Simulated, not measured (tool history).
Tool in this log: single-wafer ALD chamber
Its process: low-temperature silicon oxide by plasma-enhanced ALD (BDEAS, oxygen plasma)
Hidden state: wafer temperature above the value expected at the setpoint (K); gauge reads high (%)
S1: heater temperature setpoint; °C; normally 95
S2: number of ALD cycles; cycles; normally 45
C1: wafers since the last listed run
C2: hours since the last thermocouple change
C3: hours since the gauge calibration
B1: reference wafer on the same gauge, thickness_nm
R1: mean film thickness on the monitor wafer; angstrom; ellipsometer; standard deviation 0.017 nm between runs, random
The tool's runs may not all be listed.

run,hour,S1,S2,C1,C2,C3,B1,R1
1,0,100,42,0,2816,126.1,7.528,61.88
2,18,95,49,93,2834,144.1,7.528,73.56
3,25.2,95,49,37,2841.2,151.3,7.534,73.75
4,43.1,95,49,93,2859.1,169.2,7.526,73.81
5,60.9,95,45,92,2876.9,187,7.532,67.66
6,78.7,95,45,92,2894.7,204.8,7.528,67.53
7,96.4,95,45,92,2912.4,222.5,7.531,67.61
8,103.5,95,45,36,2919.5,229.6,7.528,67.63
9,115.3,95,45,61,2931.3,241.4,7.53,67.57
10,130.7,95,45,80,2946.7,256.8,7.534,67.7
11,143.2,95,45,65,2959.2,269.3,7.527,67.95
12,150.6,95,45,38,2966.6,276.7,7.532,67.8
13,162,85,45,59,2978,288.1,7.525,70.51
# hour 172.6: thermocouple changed; heater temperature recalibrated
14,178.6,85,45,44,6,304.7,7.531,70.38
15,192.8,99,45,73,20.2,318.9,7.535,66.79
16,206.9,88,45,73,34.3,333,7.532,69.62
17,222.8,101,45,82,50.2,348.9,7.53,66.52
18,237.7,101,45,77,65.1,363.8,7.529,66.39
19,252.8,95,48,78,80.2,378.9,7.531,72.32
20,265.8,84,52,67,93.2,391.9,7.53,81.98
21,283.2,89,45,90,110.6,409.3,7.528,69.1
22,289.6,106,43,33,117,415.7,7.525,62.9
23,302.8,103,45,68,130.2,428.9,7.534,66.15
24,312,88,45,47,139.4,438.1,7.529,69.64
25,323.9,95,45,61,151.3,450,7.531,67.55
26,335.9,95,50,62,163.3,462,7.529,75.22
27,342,95,45,31,169.4,468.1,7.529,67.72
28,348.4,104,38,33,175.8,474.5,7.531,55.51
29,358.7,95,39,53,186.1,484.8,7.529,58.73
# hour 387.2: gauge calibrated
30,408.2,95,45,257,235.6,21,7.53,67.52
31,417.1,85,54,46,244.5,29.9,7.53,84.57
32,440.2,95,45,120,267.6,53,7.53,67.63
33,450.8,88,40,55,278.2,63.6,7.527,61.93
34,457.4,83,45,34,284.8,70.2,7.53,71.04
35,472.2,95,45,77,299.6,85,7.531,67.72
36,488.9,81,48,86,316.3,101.7,7.53,76.4
37,503.8,95,45,77,331.2,116.6,7.528,68.07

Take each entry between the runs: how does the hidden state at the last listed run before it differ from the hidden state at the first listed run after it?
Run 13 -> run 14: thermocouple changed; heater temperature recalibrated (hour 172.6)
  the hidden state is the same at both runs
Run 29 -> run 30: gauge calibrated (hour 387.2)
  the hidden state is the same at both runs
